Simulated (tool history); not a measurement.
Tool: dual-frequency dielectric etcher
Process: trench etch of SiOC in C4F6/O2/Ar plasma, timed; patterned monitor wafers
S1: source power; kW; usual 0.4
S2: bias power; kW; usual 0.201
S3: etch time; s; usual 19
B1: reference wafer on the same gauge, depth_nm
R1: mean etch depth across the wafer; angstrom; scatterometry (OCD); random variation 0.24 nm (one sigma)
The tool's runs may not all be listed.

run,hour,S1,S2,S3,B1,R1
1,0,0.4,0.201,16,36.82,336.7
2,47.1,0.4,0.201,19,36.77,400.7
3,91.8,0.4,0.201,19,36.81,400.2
4,146.1,0.48,0.201,19,36.77,418.1
5,195.5,0.48,0.201,19,36.81,423
6,374.5,0.48,0.201,19,36.75,419.8
7,429.1,0.4,0.201,19,36.82,403.4
8,476,0.4,0.201,19,36.82,400.1
# hour 504.7: wet clean of the chamber
9,517.9,0.4,0.201,19,36.79,405.4
10,586.9,0.4,0.201,19,36.8,400.1
11,639.1,0.4,0.201,19,36.78,407.7
12,664.5,0.4,0.201,19,36.74,402.1
13,701.6,0.4,0.201,19,36.83,399.1
14,754.6,0.4,0.201,15,36.85,319.6
# hour 776.3: bias power generator calibrated
15,823,0.4,0.201,15,36.75,317.3
16,878.6,0.4,0.172,17,36.8,344.2
17,928.6,0.4,0.161,16.5,36.8,326.3
# hour 979.2: upper electrode replaced
18,1000.2,0.44,0.179,21.5,36.85,449.5
19,1045.4,0.4,0.172,21,36.78,421.7
# hour 1121: wet clean of the chamber
20,1121.5,0.4,0.243,19,36.82,427.1
21,1168.9,0.43,0.201,19,36.79,411.8
# hour 1196.6: source power generator calibrated
# hour 1205.7: gauge calibrated
22,1228.3,0.4,0.184,23.5,36.81,481.5
23,1266,0.4,0.201,16.5,36.85,348.7
24,1291.7,0.44,0.179,21.5,36.83,448.6
25,1340.7,0.44,0.228,16,36.83,365.9
26,1406.8,0.4,0.201,19,36.8,396.4
27,1474.6,0.31,0.172,14,36.76,261.2
28,1523.2,0.4,0.201,19,36.77,401.8
29,1574,0.34,0.226,24.5,36.78,518.7

Forecast each of these 3 alternatives for the next run:
A,1574.4,0.35,0.201,19,?,?
B,1574.4,0.4,0.201,20.5,?,?
C,1574.4,0.37,0.201,19,?,?

run,B1,R1
A,36.82,385
B,36.82,430.2
C,36.82,390.6
Without the tool's hidden state the same runs would have given:
run,R1
A,385
B,430.2
C,390.6
